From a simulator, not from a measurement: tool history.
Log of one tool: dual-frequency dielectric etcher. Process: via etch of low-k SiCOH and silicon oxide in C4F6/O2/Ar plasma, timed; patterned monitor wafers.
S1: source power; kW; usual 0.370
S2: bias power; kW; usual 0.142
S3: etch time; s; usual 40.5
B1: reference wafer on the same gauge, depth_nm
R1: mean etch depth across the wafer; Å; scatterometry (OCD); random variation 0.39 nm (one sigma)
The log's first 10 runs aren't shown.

{"hour": 495.7, "done": "wet clean of the chamber"}
{"hour": 516.5, "done": "upper electrode replaced"}
{"run": 11, "hour": 517.0, "S1": 0.37, "S2": 0.165, "S3": 40.5, "B1": 105.8, "R1": 1015}
{"run": 12, "hour": 535.8, "S1": 0.37, "S2": 0.142, "S3": 31.0, "B1": 105.6, "R1": 721}
{"hour": 537.3, "done": "gauge calibrated"}
{"run": 13, "hour": 584.6, "S1": 0.37, "S2": 0.142, "S3": 31.0, "B1": 105.7, "R1": 728}
{"run": 14, "hour": 611.9, "S1": 0.37, "S2": 0.122, "S3": 40.5, "B1": 105.9, "R1": 885}
{"run": 15, "hour": 638.5, "S1": 0.37, "S2": 0.122, "S3": 40.5, "B1": 105.7, "R1": 887}
{"hour": 739.0, "done": "bias power generator calibrated"}
{"run": 16, "hour": 751.1, "S1": 0.37, "S2": 0.159, "S3": 40.5, "B1": 105.7, "R1": 993}
{"run": 17, "hour": 798.7, "S1": 0.45, "S2": 0.177, "S3": 47.5, "B1": 105.6, "R1": 1343}
{"run": 18, "hour": 839.0, "S1": 0.37, "S2": 0.177, "S3": 40.5, "B1": 105.7, "R1": 1040}
{"run": 19, "hour": 884.6, "S1": 0.29, "S2": 0.168, "S3": 51.5, "B1": 105.9, "R1": 1129}
{"run": 20, "hour": 913.6, "S1": 0.37, "S2": 0.142, "S3": 40.5, "B1": 105.8, "R1": 947}
{"run": 21, "hour": 946.0, "S1": 0.37, "S2": 0.142, "S3": 40.5, "B1": 105.8, "R1": 952}
{"run": 22, "hour": 1011.2, "S1": 0.37, "S2": 0.142, "S3": 40.5, "B1": 105.7, "R1": 946}
{"run": 23, "hour": 1045.7, "S1": 0.41, "S2": 0.177, "S3": 40.5, "B1": 105.7, "R1": 1099}
{"hour": 1078.1, "done": "wet clean of the chamber"}
{"run": 24, "hour": 1113.2, "S1": 0.37, "S2": 0.142, "S3": 40.5, "B1": 105.9, "R1": 950}
{"run": 25, "hour": 1155.4, "S1": 0.42, "S2": 0.121, "S3": 49.0, "B1": 105.6, "R1": 1148}
{"run": 26, "hour": 1225.2, "S1": 0.39, "S2": 0.128, "S3": 46.5, "B1": 105.7, "R1": 1069}
{"run": 27, "hour": 1295.9, "S1": 0.45, "S2": 0.142, "S3": 40.5, "B1": 105.8, "R1": 1052}
{"run": 28, "hour": 1350.6, "S1": 0.42, "S2": 0.159, "S3": 47.5, "B1": 105.8, "R1": 1246}
{"run": 29, "hour": 1386.7, "S1": 0.3, "S2": 0.142, "S3": 34.5, "B1": 105.9, "R1": 717}
{"run": 30, "hour": 1423.6, "S1": 0.32, "S2": 0.155, "S3": 40.5, "B1": 105.9, "R1": 909}

Forecast each of these 3 alternatives for the next run:
{"run": "A", "hour": 1424.0, "S1": 0.37, "S2": 0.142, "S3": 40.5, "B1": "?", "R1": "?"}
{"run": "B", "hour": 1424.0, "S1": 0.45, "S2": 0.17, "S3": 33.0, "B1": "?", "R1": "?"}
{"run": "C", "hour": 1424.0, "S1": 0.34, "S2": 0.153, "S3": 31.5, "B1": "?", "R1": "?"}

run=A B1=105.7 R1=947
run=B B1=105.7 R1=922
run=C B1=105.7 R1=726
Without the tool's hidden state the same runs would have given:
run=A R1=947
run=B R1=922
run=C R1=726

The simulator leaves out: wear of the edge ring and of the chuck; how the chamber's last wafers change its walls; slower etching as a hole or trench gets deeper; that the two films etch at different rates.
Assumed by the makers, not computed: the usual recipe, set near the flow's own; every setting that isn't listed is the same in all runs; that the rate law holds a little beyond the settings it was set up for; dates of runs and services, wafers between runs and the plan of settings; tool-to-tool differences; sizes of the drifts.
